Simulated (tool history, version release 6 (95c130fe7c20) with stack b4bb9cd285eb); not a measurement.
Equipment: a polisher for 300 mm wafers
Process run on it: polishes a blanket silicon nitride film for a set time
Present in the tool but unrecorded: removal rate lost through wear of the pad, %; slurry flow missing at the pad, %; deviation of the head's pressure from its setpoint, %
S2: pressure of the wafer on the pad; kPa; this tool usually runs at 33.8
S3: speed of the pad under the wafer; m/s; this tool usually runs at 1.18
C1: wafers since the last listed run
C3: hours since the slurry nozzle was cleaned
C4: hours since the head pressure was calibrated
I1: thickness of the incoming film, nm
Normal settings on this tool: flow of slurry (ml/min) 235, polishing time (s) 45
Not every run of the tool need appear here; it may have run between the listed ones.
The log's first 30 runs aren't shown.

run 31 hour=2353.1 | flow_of_slurry_(ml/min)=295 S2=37.9 S3=1.18 polishing_time_(s)=40 | C1=429 wafers_polished_on_this_pad=4055 C3=165.9 C4=294.3 | I1=471.4 | film_removed_(angstrom)=1010
-- hour=2409.6 worn pad replaced by a new one
run 32 hour=2420.7 | flow_of_slurry_(ml/min)=305 S2=33.8 S3=1.18 polishing_time_(s)=45 | C1=491 wafers_polished_on_this_pad=85 C3=233.5 C4=361.9 | I1=464.2 | film_removed_(angstrom)=1094
run 33 hour=2496.8 | flow_of_slurry_(ml/min)=275 S2=40.7 S3=1.4 polishing_time_(s)=52 | C1=588 wafers_polished_on_this_pad=673 C3=309.6 C4=438 | I1=474.5 | film_removed_(angstrom)=1662
run 34 hour=2544.8 | flow_of_slurry_(ml/min)=235 S2=33.8 S3=1.18 polishing_time_(s)=45 | C1=370 wafers_polished_on_this_pad=1044 C3=357.6 C4=486 | I1=477 | film_removed_(angstrom)=1062
run 35 hour=2640.9 | flow_of_slurry_(ml/min)=180 S2=26.9 S3=0.8 polishing_time_(s)=54 | C1=742 wafers_polished_on_this_pad=1787 C3=453.7 C4=582.1 | I1=465.6 | film_removed_(angstrom)=764
run 36 hour=2682.7 | flow_of_slurry_(ml/min)=160 S2=24.1 S3=0.92 polishing_time_(s)=60 | C1=323 wafers_polished_on_this_pad=2110 C3=495.5 C4=623.9 | I1=465.2 | film_removed_(angstrom)=856
run 37 hour=2728.2 | flow_of_slurry_(ml/min)=235 S2=33.8 S3=1.18 polishing_time_(s)=45 | C1=351 wafers_polished_on_this_pad=2462 C3=541 C4=669.4 | I1=473.1 | film_removed_(angstrom)=1038
run 38 hour=2810.1 | flow_of_slurry_(ml/min)=270 S2=33.8 S3=1.18 polishing_time_(s)=29 | C1=632 wafers_polished_on_this_pad=3095 C3=622.9 C4=751.3 | I1=463.4 | film_removed_(angstrom)=676

Below are 3 alternative next runs, each starting from the tool's condition after run 38. Predict each:
run A hour=2810.5 | flow_of_slurry_(ml/min)=235 S2=33.8 S3=1.18 polishing_time_(s)=52 | C1=3 wafers_polished_on_this_pad=3098 C3=623.3 C4=751.7 | I1=466.5 | film_removed_(angstrom)=?
run B hour=2810.5 | flow_of_slurry_(ml/min)=235 S2=25.5 S3=1.18 polishing_time_(s)=49 | C1=3 wafers_polished_on_this_pad=3098 C3=623.3 C4=751.7 | I1=466.5 | film_removed_(angstrom)=?
run C hour=2810.5 | flow_of_slurry_(ml/min)=310 S2=33.8 S3=1.18 polishing_time_(s)=32 | C1=3 wafers_polished_on_this_pad=3098 C3=623.3 C4=751.7 | I1=466.5 | film_removed_(angstrom)=?

run=A film_removed_(angstrom)=1188
run=B film_removed_(angstrom)=913
run=C film_removed_(angstrom)=749
Without the tool's unlogged condition, the same runs would have read:
run=A film_removed_(angstrom)=1260
run=B film_removed_(angstrom)=968
run=C film_removed_(angstrom)=795
